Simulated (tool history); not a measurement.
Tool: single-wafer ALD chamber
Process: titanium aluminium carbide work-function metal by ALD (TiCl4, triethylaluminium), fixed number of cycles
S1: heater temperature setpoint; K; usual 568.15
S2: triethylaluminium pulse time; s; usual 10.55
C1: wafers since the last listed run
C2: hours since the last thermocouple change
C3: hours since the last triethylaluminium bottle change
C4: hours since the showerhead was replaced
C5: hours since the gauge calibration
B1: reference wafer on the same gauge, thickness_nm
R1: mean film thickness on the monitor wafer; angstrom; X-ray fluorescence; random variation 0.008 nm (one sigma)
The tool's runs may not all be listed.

Run 1, day 0: usual settings; C1 0; C2 1139.2; C3 1458.9; C4 5935.1; C5 1492.8; B1 1.778. Result: R1 21.36 angstrom.
Run 2, day 1.279: usual settings; C1 356; C2 1169.9; C3 1489.6; C4 5965.8; C5 1523.5; B1 1.78. Result: R1 21.36 angstrom.
Run 3, day 3.338: usual settings; C1 573; C2 1219.3; C3 1539; C4 6015.2; C5 1572.9; B1 1.782. Result: R1 21.55 angstrom.
Run 4, day 5.317: usual settings; C1 551; C2 1266.8; C3 1586.5; C4 6062.7; C5 1620.4; B1 1.781. Result: R1 21.48 angstrom.
Run 5, day 7.554: usual settings but S2 12.17 s; C1 623; C2 1320.5; C3 1640.2; C4 6116.4; C5 1674.1; B1 1.783. Result: R1 21.71 angstrom.
At day 8.042: showerhead replaced.
At day 9.033: gauge calibrated.
Run 6, day 9.529: usual settings but S2 12.17 s; C1 457; C2 1367.9; C3 1687.6; C4 35.7; C5 11.9; B1 1.781. Result: R1 21.78 angstrom.
Run 7, day 11.492: usual settings but S2 12.17 s; C1 547; C2 1415; C3 1734.7; C4 82.8; C5 59; B1 1.78. Result: R1 21.68 angstrom.
Run 8, day 13.388: usual settings but S1 563.15 K; C1 528; C2 1460.5; C3 1780.2; C4 128.3; C5 104.5; B1 1.781. Result: R1 21.01 angstrom.
Run 9, day 15.592: usual settings but S1 563.15 K; C1 614; C2 1513.4; C3 1833.1; C4 181.2; C5 157.4; B1 1.781. Result: R1 21.02 angstrom.
Run 10, day 16.95: usual settings but S1 577.15 K, S2 7.85 s; C1 378; C2 1546; C3 1865.7; C4 213.8; C5 190; B1 1.782. Result: R1 20.91 angstrom.
Run 11, day 18.538: usual settings but S1 577.15 K, S2 7.85 s; C1 442; C2 1584.1; C3 1903.8; C4 251.9; C5 228.1; B1 1.78. Result: R1 21 angstrom.
Run 12, day 19.904: usual settings but S1 574.15 K; C1 381; C2 1616.9; C3 1936.6; C4 284.7; C5 260.9; B1 1.777. Result: R1 22.06 angstrom.
Run 13, day 21.45: usual settings but S2 6.73 s; C1 430; C2 1654; C3 1973.7; C4 321.8; C5 298; B1 1.783. Result: R1 19.13 angstrom.
Run 14, day 24.346: usual settings; C1 807; C2 1723.5; C3 2043.2; C4 391.3; C5 367.5; B1 1.779. Result: R1 21.42 angstrom.
At day 24.908: triethylaluminium bottle replaced.
Run 15, day 27.088: usual settings but S2 12.17 s; C1 671; C2 1789.3; C3 52.3; C4 457.1; C5 433.3; B1 1.779. Result: R1 21.95 angstrom.
Run 16, day 30.012: usual settings; C1 815; C2 1859.5; C3 122.5; C4 527.3; C5 503.5; B1 1.779. Result: R1 21.58 angstrom.
Run 17, day 32.579: usual settings but S1 563.15 K, S2 8.56 s; C1 715; C2 1921.1; C3 184.1; C4 588.9; C5 565.1; B1 1.778. Result: R1 20.41 angstrom.
Run 18, day 34.675: usual settings; C1 584; C2 1971.4; C3 234.4; C4 639.2; C5 615.4; B1 1.78. Result: R1 21.53 angstrom.
Run 19, day 36.154: usual settings but S1 573.15 K, S2 8.54 s; C1 412; C2 2006.9; C3 269.9; C4 674.7; C5 650.9; B1 1.782. Result: R1 21.49 angstrom.
At day 37.525: thermocouple changed; heater temperature recalibrated.
Run 20, day 42: usual settings but S1 579.15 K, S2 9.11 s; C1 1536; C2 107.4; C3 410.2; C4 815; C5 791.2; B1 1.781. Result: R1 21.85 angstrom.
Run 21, day 44.208: usual settings but S1 579.15 K, S2 9.11 s; C1 615; C2 160.4; C3 463.2; C4 868; C5 844.2; B1 1.78. Result: R1 21.96 angstrom.
Run 22, day 47.142: usual settings but S2 7.48 s; C1 817; C2 230.8; C3 533.6; C4 938.4; C5 914.6; B1 1.782. Result: R1 19.81 angstrom.
Run 23, day 48.258: usual settings; C1 311; C2 257.6; C3 560.4; C4 965.2; C5 941.4; B1 1.778. Result: R1 21.29 angstrom.
Run 24, day 50.688: usual settings but S1 582.15 K; C1 677; C2 315.9; C3 618.7; C4 1023.5; C5 999.7; B1 1.78. Result: R1 22.53 angstrom.
Run 25, day 51.821: usual settings but S1 557.15 K, S2 12.13 s; C1 315; C2 343.1; C3 645.9; C4 1050.7; C5 1026.9; B1 1.778. Result: R1 20.38 angstrom.
Run 26, day 54.654: usual settings but S1 573.15 K, S2 13.76 s; C1 789; C2 411.1; C3 713.9; C4 1118.7; C5 1094.9; B1 1.781. Result: R1 22.21 angstrom.
Run 27, day 55.675: usual settings but S1 562.15 K, S2 6.79 s; C1 284; C2 435.6; C3 738.4; C4 1143.2; C5 1119.4; B1 1.78. Result: R1 18.56 angstrom.
Run 28, day 58.312: usual settings; C1 735; C2 498.9; C3 801.7; C4 1206.5; C5 1182.7; B1 1.783. Result: R1 21.18 angstrom.
Run 29, day 60.854: usual settings but S1 558.15 K, S2 8.43 s; C1 708; C2 559.9; C3 862.7; C4 1267.5; C5 1243.7; B1 1.778. Result: R1 19.57 angstrom.
Run 30, day 65.188: usual settings but S2 12.06 s; C1 1208; C2 663.9; C3 966.7; C4 1371.5; C5 1347.7; B1 1.778. Result: R1 21.62 angstrom.
Run 31, day 67.979: usual settings but S1 557.15 K, S2 7.94 s; C1 778; C2 730.9; C3 1033.7; C4 1438.5; C5 1414.7; B1 1.78. Result: R1 19.25 angstrom.
Run 32, day 69.5: usual settings but S1 562.15 K, S2 12.6 s; C1 423; C2 767.4; C3 1070.2; C4 1475; C5 1451.2; B1 1.78. Result: R1 21.16 angstrom.
Run 33, day 72.033: usual settings but S1 577.15 K, S2 13.87 s; C1 706; C2 828.2; C3 1131; C4 1535.8; C5 1512; B1 1.781. Result: R1 22.67 angstrom.

Hidden state at the last listed run before each entry between runs and at the first one after, where it differs:
Between runs 5 and 6: showerhead replaced (day 8.042); gauge calibrated (day 9.033)
  wafer temperature above the value expected at the setpoint (K): 1.93 -> 2.06
  measured less the result without the state, R1: +0.18 -> +0.19 angstrom
Between runs 14 and 15: triethylaluminium bottle replaced (day 24.908)
  wafer temperature above the value expected at the setpoint (K): 3.22 -> 3.47
  measured less the result without the state, R1: +0.3 -> +0.32 angstrom
Between runs 19 and 20: thermocouple changed; heater temperature recalibrated (day 37.525)
  wafer temperature above the value expected at the setpoint (K): 4.34 -> 0.0381
  measured less the result without the state, R1: +0.39 -> +0.01 angstrom
